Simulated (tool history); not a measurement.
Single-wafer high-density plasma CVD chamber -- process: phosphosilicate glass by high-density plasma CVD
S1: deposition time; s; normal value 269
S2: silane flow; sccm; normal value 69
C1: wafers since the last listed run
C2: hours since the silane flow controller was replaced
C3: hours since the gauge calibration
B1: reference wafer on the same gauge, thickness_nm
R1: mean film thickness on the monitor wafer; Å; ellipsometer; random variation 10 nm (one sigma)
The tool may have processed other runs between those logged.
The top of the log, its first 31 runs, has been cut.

run	hour	S1	S2	C1	C2	C3	B1	R1
32	2265.1	250	69	457	3904.5	131	1570.281	18922.87
# hour 2323.4: silane flow controller replaced
33	2362.1	315	69	480	38.7	228	1570.157	23002.06
34	2415.2	315	69	286	91.8	281.1	1571.169	22914.31
35	2476	269	69	328	152.6	341.9	1569.525	19566.5
36	2546	302	78	378	222.6	411.9	1570.116	24093.15
37	2641.2	269	82	514	317.8	507.1	1568.439	22446.53
38	2695.7	314	58	294	372.3	561.6	1568.047	20351.43
39	2749.4	298	77	290	426	615.3	1569.538	23888.75
40	2823	244	69	397	499.6	688.9	1568.869	17940.7
41	2860	269	69	199	536.6	725.9	1569.181	19797.98
42	2916.5	292	73	305	593.1	782.4	1569.882	22545.88

What if the next run were any one of these 4? Each begins from the tool's condition after run 42:
A	2917	269	69	2	593.6	782.9	?	?
B	2917	269	73	2	593.6	782.9	?	?
C	2917	304	69	2	593.6	782.9	?	?
D	2917	300	69	2	593.6	782.9	?	?

run	B1	R1
A	1570.98	19629.87
B	1570.98	20470.63
C	1570.98	22183.94
D	1570.98	21892.04
Without the tool's unlogged condition, the same runs would have read:
run	R1
A	19242.45
B	20066.63
C	21746.12
D	21459.98
